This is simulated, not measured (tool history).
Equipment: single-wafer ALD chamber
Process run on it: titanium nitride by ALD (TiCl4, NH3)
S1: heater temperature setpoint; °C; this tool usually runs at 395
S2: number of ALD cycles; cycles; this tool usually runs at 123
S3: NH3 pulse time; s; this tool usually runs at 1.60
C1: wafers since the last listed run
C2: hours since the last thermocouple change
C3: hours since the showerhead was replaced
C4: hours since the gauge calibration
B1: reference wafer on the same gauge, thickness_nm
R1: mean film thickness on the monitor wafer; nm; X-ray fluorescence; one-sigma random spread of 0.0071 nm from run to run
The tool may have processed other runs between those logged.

run	day	S1	S2	S3	C1	C2	C3	C4	B1	R1
1	0.000	395	123	1.10	0	751.7	3640.5	385.8	2.621	2.682
2	0.542	395	123	1.10	27	764.7	3653.5	398.8	2.621	2.700
3	1.762	395	123	1.10	60	794.0	3682.8	428.1	2.617	2.680
4	2.812	395	123	1.60	52	819.2	3708.0	453.3	2.616	2.797
5	4.033	388	123	1.60	60	848.5	3737.3	482.6	2.615	2.785
6	8.525	395	123	1.60	224	956.3	3845.1	590.4	2.611	2.786
7	9.579	395	123	1.60	52	981.6	3870.4	615.7	2.611	2.789
8	10.817	395	123	1.60	61	1011.3	3900.1	645.4	2.612	2.801
9	11.842	395	123	1.60	51	1035.9	3924.7	670.0	2.612	2.781
10	13.229	395	123	1.60	69	1069.2	3958.0	703.3	2.609	2.795
11	14.488	395	123	1.60	62	1099.4	3988.2	733.5	2.610	2.782
# day 15.658: thermocouple changed; heater temperature recalibrated
12	15.679	395	123	1.60	42	0.5	4016.8	762.1	2.607	2.801
13	16.400	395	123	1.60	35	17.8	4034.1	779.4	2.608	2.788
14	17.508	395	123	1.60	55	44.4	4060.7	806.0	2.610	2.794
15	18.367	395	123	1.60	42	65.0	4081.3	826.6	2.609	2.783
16	19.367	395	123	1.60	49	89.0	4105.3	850.6	2.608	2.794
17	20.604	381	101	1.60	61	118.7	4135.0	880.3	2.607	2.256
18	21.412	395	112	1.97	40	138.1	4154.4	899.7	2.606	2.574
19	22.592	386	123	1.24	58	166.4	4182.7	928.0	2.610	2.675
20	23.654	391	115	2.19	53	191.9	4208.2	953.5	2.606	2.650
21	24.442	387	148	1.60	39	210.8	4227.1	972.4	2.608	3.328
22	25.046	407	111	1.29	30	225.3	4241.6	986.9	2.607	2.489
23	26.288	395	123	1.60	61	255.1	4271.4	1016.7	2.606	2.783
# day 27.912: showerhead replaced
# day 28.658: gauge calibrated
24	29.862	395	123	1.60	161	340.9	46.8	28.9	2.649	2.843
25	33.933	406	136	1.00	203	438.6	144.5	126.6	2.641	2.979
26	35.042	400	109	1.88	55	465.2	171.1	153.2	2.637	2.528
27	35.796	404	143	2.00	37	483.3	189.2	171.3	2.633	3.338
28	37.158	383	123	1.60	67	516.0	221.9	204.0	2.633	2.775
29	37.712	389	135	1.98	27	529.3	235.2	217.3	2.631	3.118
30	38.771	402	105	2.07	52	554.7	260.6	242.7	2.628	2.459
31	40.262	403	123	1.07	74	590.5	296.4	278.5	2.626	2.707
32	40.862	400	133	1.97	29	604.9	310.8	292.9	2.624	3.094
33	41.571	395	123	1.60	35	621.9	327.8	309.9	2.621	2.802

3 ways to go on from here, each from the tool as it stands after run 33. What would each give?
A	41.600	385	123	1.60	1	622.6	328.5	310.6	?	?
B	41.600	405	104	1.21	1	622.6	328.5	310.6	?	?
C	41.600	405	123	1.37	1	622.6	328.5	310.6	?	?

run	B1	R1
A	2.625	2.784
B	2.625	2.339
C	2.625	2.801
What these runs would have given with no unlogged condition in the tool:
run	R1
A	2.812
B	2.363
C	2.829
